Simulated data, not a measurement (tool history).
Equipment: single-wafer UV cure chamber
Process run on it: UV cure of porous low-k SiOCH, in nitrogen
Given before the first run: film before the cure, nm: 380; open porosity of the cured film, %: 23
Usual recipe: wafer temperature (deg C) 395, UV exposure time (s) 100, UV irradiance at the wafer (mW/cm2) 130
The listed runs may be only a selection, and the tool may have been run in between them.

| run | hour | wafer temperature (deg C) | UV exposure time (s) | UV irradiance at the wafer (mW/cm2) | wafers since the last listed run | hours since the UV bulbs were replaced | wafers since the quartz window was cleaned | loss of film thickness in the cure (%) |
|---|---|---|---|---|---|---|---|---|
| 1 | 0.0 | 385 | 100 | 130 | 0 | 1754.9 | 1318 | 7.938 |
| 2 | 54.7 | 385 | 100 | 130 | 464 | 1809.6 | 1782 | 7.890 |
| 3 | 110.4 | 395 | 100 | 130 | 472 | 1865.3 | 2255 | 7.899 |
| 4 | 177.7 | 389 | 140 | 130 | 571 | 1932.6 | 2826 | 9.174 |
| 5 | 237.8 | 389 | 140 | 130 | 509 | 1992.7 | 3336 | 9.450 |
|  | 262.3 | quartz window cleaned |
| 6 | 267.2 | 401 | 100 | 130 | 181 | 2022.1 | 41 | 7.965 |
| 7 | 302.5 | 395 | 100 | 130 | 299 | 2057.4 | 341 | 7.883 |
| 8 | 356.6 | 395 | 100 | 130 | 459 | 2111.5 | 800 | 7.966 |
| 9 | 425.6 | 400 | 100 | 130 | 585 | 2180.5 | 1385 | 8.271 |
|  | 472.9 | UV bulbs replaced |
| 10 | 492.3 | 395 | 100 | 118 | 498 | 19.4 | 1883 | 9.274 |
| 11 | 631.6 | 395 | 60 | 130 | 1182 | 158.7 | 3065 | 7.121 |
|  | 670.8 | quartz window cleaned |
| 12 | 686.9 | 385 | 100 | 130 | 401 | 214.0 | 136 | 9.104 |
| 13 | 737.7 | 395 | 100 | 130 | 431 | 264.8 | 567 | 9.217 |
| 14 | 769.6 | 395 | 160 | 130 | 270 | 296.7 | 838 | 11.500 |
| 15 | 827.7 | 382 | 55 | 130 | 493 | 354.8 | 1331 | 6.105 |
| 16 | 859.0 | 395 | 100 | 130 | 265 | 386.1 | 1597 | 9.095 |
| 17 | 929.9 | 395 | 150 | 113 | 601 | 457.0 | 2198 | 9.987 |
| 18 | 970.9 | 395 | 75 | 130 | 347 | 498.0 | 2546 | 7.602 |

Branching from run 18: 5 alternative next runs. What would each branch give?
| A | 971.3 | 377 | 100 | 130 | 3 | 498.4 | 2550 | ? |
| B | 971.3 | 414 | 75 | 105 | 3 | 498.4 | 2550 | ? |
| C | 971.3 | 395 | 150 | 130 | 3 | 498.4 | 2550 | ? |
| D | 971.3 | 395 | 120 | 100 | 3 | 498.4 | 2550 | ? |
| E | 971.3 | 385 | 100 | 97 | 3 | 498.4 | 2550 | ? |

| run | loss of film thickness in the cure (%) |
|---|---|
| A | 8.493 |
| B | 6.938 |
| C | 10.690 |
| D | 8.458 |
| E | 7.350 |
What these runs would have given with no unlogged condition in the tool:
| run | loss of film thickness in the cure (%) |
|---|---|
| A | 9.564 |
| B | 7.954 |
| C | 11.814 |
| D | 9.527 |
| E | 8.384 |
